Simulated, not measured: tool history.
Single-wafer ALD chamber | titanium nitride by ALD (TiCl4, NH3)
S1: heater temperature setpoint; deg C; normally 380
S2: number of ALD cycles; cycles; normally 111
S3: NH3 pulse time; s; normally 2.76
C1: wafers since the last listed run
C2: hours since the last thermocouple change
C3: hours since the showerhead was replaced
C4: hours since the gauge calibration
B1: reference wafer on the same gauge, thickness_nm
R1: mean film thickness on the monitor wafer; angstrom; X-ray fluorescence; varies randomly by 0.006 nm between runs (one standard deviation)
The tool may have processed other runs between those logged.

run	hour	S1	S2	S3	C1	C2	C3	C4	B1	R1
1	0.0	388	111	2.76	0	680.9	4845.0	2464.7	2.522	23.97
2	59.3	388	111	2.76	147	740.2	4904.3	2524.0	2.521	23.92
3	366.4	388	111	2.76	764	1047.3	5211.4	2831.1	2.520	23.93
4	425.3	380	111	3.40	146	1106.2	5270.3	2890.0	2.520	24.04
5	497.9	380	95	2.76	180	1178.8	5342.9	2962.6	2.520	20.36
6	549.9	380	95	2.76	129	1230.8	5394.9	3014.6	2.519	20.39
7	653.3	380	95	2.76	257	1334.2	5498.3	3118.0	2.519	20.40
8	715.1	380	111	2.76	153	1396.0	5560.1	3179.8	2.520	23.87
9	861.8	380	111	2.76	365	1542.7	5706.8	3326.5	2.521	24.01
10	932.3	380	111	2.76	175	1613.2	5777.3	3397.0	2.520	23.94
# hour 1018.4: gauge calibrated
11	1039.9	380	111	2.76	267	1720.8	5884.9	21.5	2.521	23.96
12	1086.2	380	111	2.76	115	1767.1	5931.2	67.8	2.521	23.91
13	1171.9	380	111	2.76	213	1852.8	6016.9	153.5	2.519	23.92
14	1259.3	380	111	2.76	217	1940.2	6104.3	240.9	2.520	23.92
15	1359.0	373	111	2.76	248	2039.9	6204.0	340.6	2.518	23.62
16	1415.3	380	111	2.10	140	2096.2	6260.3	396.9	2.518	23.59
17	1498.7	380	111	2.10	207	2179.6	6343.7	480.3	2.520	23.66
18	1573.4	380	111	2.01	185	2254.3	6418.4	555.0	2.521	23.58
19	1665.3	380	111	1.90	228	2346.2	6510.3	646.9	2.523	23.49
20	1764.3	385	117	1.79	246	2445.2	6609.3	745.9	2.520	24.99
21	1841.3	371	132	1.95	191	2522.2	6686.3	822.9	2.522	27.76
# hour 1859.6: showerhead replaced
22	1912.9	380	105	3.71	158	2593.8	53.3	894.5	2.518	22.85
23	2001.1	380	111	2.76	219	2682.0	141.5	982.7	2.519	23.90
24	2062.1	380	111	2.76	151	2743.0	202.5	1043.7	2.520	23.85
# hour 2118.1: thermocouple changed; heater temperature recalibrated
25	2154.0	380	111	2.76	208	35.9	294.4	1135.6	2.518	23.83
26	2252.6	380	111	2.76	245	134.5	393.0	1234.2	2.520	23.85
27	2346.1	380	111	2.76	232	228.0	486.5	1327.7	2.520	23.94
28	2424.5	372	126	3.07	195	306.4	564.9	1406.1	2.521	27.12
29	2520.3	386	111	3.40	238	402.2	660.7	1501.9	2.520	24.19
30	2578.6	380	122	3.28	145	460.5	719.0	1560.2	2.520	26.45
31	2668.4	380	111	2.76	223	550.3	808.8	1650.0	2.522	23.92
32	2960.5	380	111	3.59	727	842.4	1100.9	1942.1	2.522	24.07
33	3004.5	375	111	3.66	109	886.4	1144.9	1986.1	2.522	24.11
34	3101.2	367	111	2.76	240	983.1	1241.6	2082.8	2.520	23.59
35	3142.1	380	111	2.76	101	1024.0	1282.5	2123.7	2.517	23.85

Exercise: give the hidden state of the tool at every run:
wafer temperature above the value expected at the setpoint (K): 0, the same for each run
gauge reads high (%): 0, the same for each run
